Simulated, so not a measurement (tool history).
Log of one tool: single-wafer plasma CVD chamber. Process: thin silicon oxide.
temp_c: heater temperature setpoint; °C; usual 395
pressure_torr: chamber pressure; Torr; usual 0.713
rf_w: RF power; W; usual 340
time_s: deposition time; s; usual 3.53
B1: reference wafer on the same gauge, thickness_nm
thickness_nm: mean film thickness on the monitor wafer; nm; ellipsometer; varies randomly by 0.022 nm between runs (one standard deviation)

Run 1, hour 0.0: usual settings but temp_c 399 °C; B1 6.424. Result: thickness_nm 6.488 nm.
Run 2, hour 30.7: usual settings but time_s 3.85 s; B1 6.425. Result: thickness_nm 7.092 nm.
Run 3, hour 66.8: usual settings but time_s 3.85 s; B1 6.422. Result: thickness_nm 7.084 nm.
Run 4, hour 97.6: usual settings; B1 6.424. Result: thickness_nm 6.522 nm.
Run 5, hour 119.5: usual settings; B1 6.416. Result: thickness_nm 6.507 nm.
Run 6, hour 139.7: usual settings; B1 6.419. Result: thickness_nm 6.506 nm.
Run 7, hour 164.2: usual settings but temp_c 400 °C, pressure_torr 0.621 Torr; B1 6.421. Result: thickness_nm 5.609 nm.
Run 8, hour 185.6: usual settings but pressure_torr 0.577 Torr, rf_w 300 W; B1 6.419. Result: thickness_nm 5.035 nm.
Run 9, hour 201.5: usual settings but rf_w 385 W; B1 6.419. Result: thickness_nm 6.778 nm.
Run 10, hour 220.0: usual settings but pressure_torr 0.586 Torr, time_s 3.02 s; B1 6.420. Result: thickness_nm 4.581 nm.
Run 11, hour 232.3: usual settings; B1 6.420. Result: thickness_nm 6.494 nm.
Run 12, hour 270.3: usual settings; B1 6.416. Result: thickness_nm 6.508 nm.
Run 13, hour 304.2: usual settings but temp_c 404 °C; B1 6.424. Result: thickness_nm 6.483 nm.
Run 14, hour 326.5: usual settings but time_s 3.35 s; B1 6.420. Result: thickness_nm 6.183 nm.
Run 15, hour 359.0: usual settings but temp_c 386 °C, pressure_torr 0.624 Torr, time_s 3.04 s; B1 6.415. Result: thickness_nm 4.920 nm.
Run 16, hour 382.4: usual settings but temp_c 404 °C, time_s 3.34 s; B1 6.416. Result: thickness_nm 6.090 nm.
Run 17, hour 396.1: usual settings but pressure_torr 0.614 Torr, time_s 4.04 s; B1 6.424. Result: thickness_nm 6.374 nm.
Run 18, hour 417.4: usual settings; B1 6.423. Result: thickness_nm 6.477 nm.
Run 19, hour 443.3: usual settings but temp_c 384 °C, rf_w 385 W, time_s 3.01 s; B1 6.417. Result: thickness_nm 5.811 nm.
Run 20, hour 456.1: usual settings but rf_w 365 W, time_s 4.20 s; B1 6.415. Result: thickness_nm 7.916 nm.
Run 21, hour 486.4: usual settings but pressure_torr 0.808 Torr; B1 6.415. Result: thickness_nm 7.319 nm.
Run 22, hour 521.5: usual settings but rf_w 310 W; B1 6.420. Result: thickness_nm 6.311 nm.
Run 23, hour 534.5: usual settings but pressure_torr 0.589 Torr, time_s 4.19 s; B1 6.422. Result: thickness_nm 6.327 nm.
Run 24, hour 567.7: usual settings but pressure_torr 0.570 Torr; B1 6.422. Result: thickness_nm 5.179 nm.
Run 25, hour 582.5: usual settings but temp_c 381 °C, pressure_torr 0.878 Torr, rf_w 370 W, time_s 3.14 s; B1 6.419. Result: thickness_nm 7.249 nm.
Run 26, hour 600.1: usual settings but temp_c 380 °C, time_s 3.81 s; B1 6.420. Result: thickness_nm 7.081 nm.
Run 27, hour 628.2: usual settings but temp_c 385 °C, time_s 2.89 s; B1 6.415. Result: thickness_nm 5.367 nm.
Run 28, hour 653.2: usual settings; B1 6.419. Result: thickness_nm 6.475 nm.

Withheld: 4 entries from between the runs. Position of each, and hidden state at the listed run before versus the listed run after:
Runs 1 to 2: RF generator calibrated (hour 8.3)
  the hidden state is the same at both runs
Runs 2 to 3: capacitance manometer re-zeroed and calibrated (hour 66.3)
  the hidden state is the same at both runs
Runs 4 to 5: thermocouple changed; heater temperature recalibrated (hour 118.7)
  the hidden state is the same at both runs
Runs 13 to 14: gauge calibrated (hour 305.3)
  the hidden state is the same at both runs
